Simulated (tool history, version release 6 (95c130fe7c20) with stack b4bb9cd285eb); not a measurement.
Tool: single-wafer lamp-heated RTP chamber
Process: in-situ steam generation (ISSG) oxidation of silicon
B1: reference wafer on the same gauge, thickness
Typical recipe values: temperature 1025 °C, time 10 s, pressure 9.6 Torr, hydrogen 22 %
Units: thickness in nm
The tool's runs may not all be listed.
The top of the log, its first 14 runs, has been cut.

{"run": 15, "hour": 1131.4, "temperature": 1037, "time": 10, "pressure": 9.6, "hydrogen": 18, "B1": 4.484, "thickness": 4.391}
{"run": 16, "hour": 1234.5, "temperature": 1025, "time": 10, "pressure": 9.6, "hydrogen": 29, "B1": 4.486, "thickness": 4.717}
{"run": 17, "hour": 1275.7, "temperature": 1025, "time": 8, "pressure": 9.1, "hydrogen": 22, "B1": 4.494, "thickness": 4.034}
{"hour": 1286.1, "done": "pyrometer window cleaned and pyrometer calibrated"}
{"run": 18, "hour": 1339.2, "temperature": 1025, "time": 10, "pressure": 9.6, "hydrogen": 22, "B1": 4.488, "thickness": 4.22}
{"run": 19, "hour": 1429.8, "temperature": 1025, "time": 12, "pressure": 8.4, "hydrogen": 16, "B1": 4.49, "thickness": 4.414}
{"run": 20, "hour": 1503.2, "temperature": 1038, "time": 13, "pressure": 9.6, "hydrogen": 26, "B1": 4.496, "thickness": 5.315}
{"run": 21, "hour": 1561.0, "temperature": 1015, "time": 10, "pressure": 10.2, "hydrogen": 12, "B1": 4.483, "thickness": 3.553}
{"run": 22, "hour": 1653.9, "temperature": 1025, "time": 10, "pressure": 9.6, "hydrogen": 19, "B1": 4.486, "thickness": 4.175}
{"run": 23, "hour": 1730.7, "temperature": 1039, "time": 10, "pressure": 9.6, "hydrogen": 22, "B1": 4.504, "thickness": 4.633}
{"hour": 1764.4, "done": "pyrometer window cleaned and pyrometer calibrated"}
{"run": 24, "hour": 2044.3, "temperature": 1025, "time": 10, "pressure": 8.5, "hydrogen": 14, "B1": 4.496, "thickness": 3.913}
{"run": 25, "hour": 2117.8, "temperature": 1025, "time": 10, "pressure": 9.6, "hydrogen": 22, "B1": 4.499, "thickness": 4.309}
{"run": 26, "hour": 2218.8, "temperature": 1025, "time": 12, "pressure": 9.0, "hydrogen": 22, "B1": 4.485, "thickness": 4.792}
{"run": 27, "hour": 2255.8, "temperature": 1032, "time": 8, "pressure": 9.6, "hydrogen": 22, "B1": 4.496, "thickness": 4.085}

What does the tool deliver on the next run?
{"hour": 2278.3, "done": "pyrometer window cleaned and pyrometer calibrated"}
{"run": 28, "hour": 2352.1, "temperature": 1038, "time": 13, "pressure": 9.6, "hydrogen": 26, "B1": "?", "thickness": "?"}

{"run 28": {"B1": 4.481, "thickness": 5.289}}
On a tool with no hidden condition, and with the same random variation, this run would have come out at thickness 5.281 nm.

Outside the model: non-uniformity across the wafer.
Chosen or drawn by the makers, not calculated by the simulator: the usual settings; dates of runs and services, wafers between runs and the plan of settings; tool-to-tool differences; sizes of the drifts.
